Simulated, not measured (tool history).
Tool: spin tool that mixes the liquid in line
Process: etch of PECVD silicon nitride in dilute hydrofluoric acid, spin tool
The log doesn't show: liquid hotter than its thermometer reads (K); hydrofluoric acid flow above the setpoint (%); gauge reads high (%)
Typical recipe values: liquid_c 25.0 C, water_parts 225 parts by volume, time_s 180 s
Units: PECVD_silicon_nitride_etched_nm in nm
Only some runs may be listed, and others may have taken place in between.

run	hour	liquid_c	water_parts	time_s	wafers since the last listed run	hours since the thermometer was replaced	hours since the hydrofluoric acid flow meter was replaced	hours since the gauge calibration	read-back film thickness of the PECVD silicon nitride reference wafer, read on the same gauge (nm)	PECVD_silicon_nitride_etched_nm
1	0.0	25.0	225	180	0	952.3	1106.5	385.5	59.997	1.697
2	65.2	22.5	225	180	538	1017.5	1171.7	450.7	60.008	1.370
3	107.5	22.5	225	180	349	1059.8	1214.0	493.0	59.997	1.402
4	142.9	22.5	225	180	292	1095.2	1249.4	528.4	60.005	1.402
5	206.8	25.0	225	180	527	1159.1	1313.3	592.3	60.025	1.651
6	376.7	25.0	225	180	1402	1329.0	1483.2	762.2	59.996	1.669
7	418.6	25.0	225	180	345	1370.9	1525.1	804.1	60.004	1.649
8	444.4	28.0	180	180	212	1396.7	1550.9	829.9	59.989	2.566
9	477.5	23.5	225	180	273	1429.8	1584.0	863.0	60.011	1.514
10	518.9	23.5	225	180	341	1471.2	1625.4	904.4	60.008	1.538
11	575.9	25.0	255	180	470	1528.2	1682.4	961.4	59.999	1.475
# hour 616.9: thermometer replaced
12	787.8	25.0	225	95	1740	170.9	1894.3	1173.3	59.982	0.834
13	812.4	25.0	225	95	203	195.5	1918.9	1197.9	60.012	0.842
14	854.9	27.5	225	230	350	238.0	1961.4	1240.4	59.985	2.310
# hour 902.6: hydrofluoric acid flow meter replaced
15	922.6	26.5	225	125	550	305.7	20.0	1308.1	59.986	1.184
16	986.0	25.0	225	85	523	369.1	83.4	1371.5	59.993	0.785
17	1025.8	25.0	225	135	328	408.9	123.2	1411.3	60.013	1.244
18	1072.3	25.0	225	180	383	455.4	169.7	1457.8	59.993	1.655
19	1138.6	25.0	225	180	547	521.7	236.0	1524.1	60.001	1.659
20	1201.9	25.0	225	180	522	585.0	299.3	1587.4	60.004	1.612
# hour 1216.2: gauge calibrated
21	1266.7	30.0	190	180	534	649.8	364.1	50.5	60.014	2.563
22	1317.6	23.0	270	180	420	700.7	415.0	101.4	59.995	1.195
23	1476.0	26.5	130	210	1307	859.1	573.4	259.8	60.004	3.666
24	1524.0	25.0	225	180	396	907.1	621.4	307.8	59.999	1.641
25	1584.4	23.0	160	95	498	967.5	681.8	368.2	60.020	1.082
26	1650.8	21.5	320	180	548	1033.9	748.2	434.6	60.002	0.939
27	1675.0	30.0	225	180	199	1058.1	772.4	458.8	60.006	2.233

Alternative continuations, all from the tool just after run 27; predict every row:
A	1675.5	25.0	225	180	4	1058.6	772.9	459.3	?	?
B	1675.5	28.0	295	180	4	1058.6	772.9	459.3	?	?
C	1675.5	21.5	175	110	4	1058.6	772.9	459.3	?	?

run	read-back film thickness of the PECVD silicon nitride reference wafer, read on the same gauge (nm)	PECVD_silicon_nitride_etched_nm
A	59.998	1.659
B	59.998	1.508
C	59.998	1.044
With no hidden state in the tool, these same runs would have given:
run	PECVD_silicon_nitride_etched_nm
A	1.529
B	1.396
C	0.958

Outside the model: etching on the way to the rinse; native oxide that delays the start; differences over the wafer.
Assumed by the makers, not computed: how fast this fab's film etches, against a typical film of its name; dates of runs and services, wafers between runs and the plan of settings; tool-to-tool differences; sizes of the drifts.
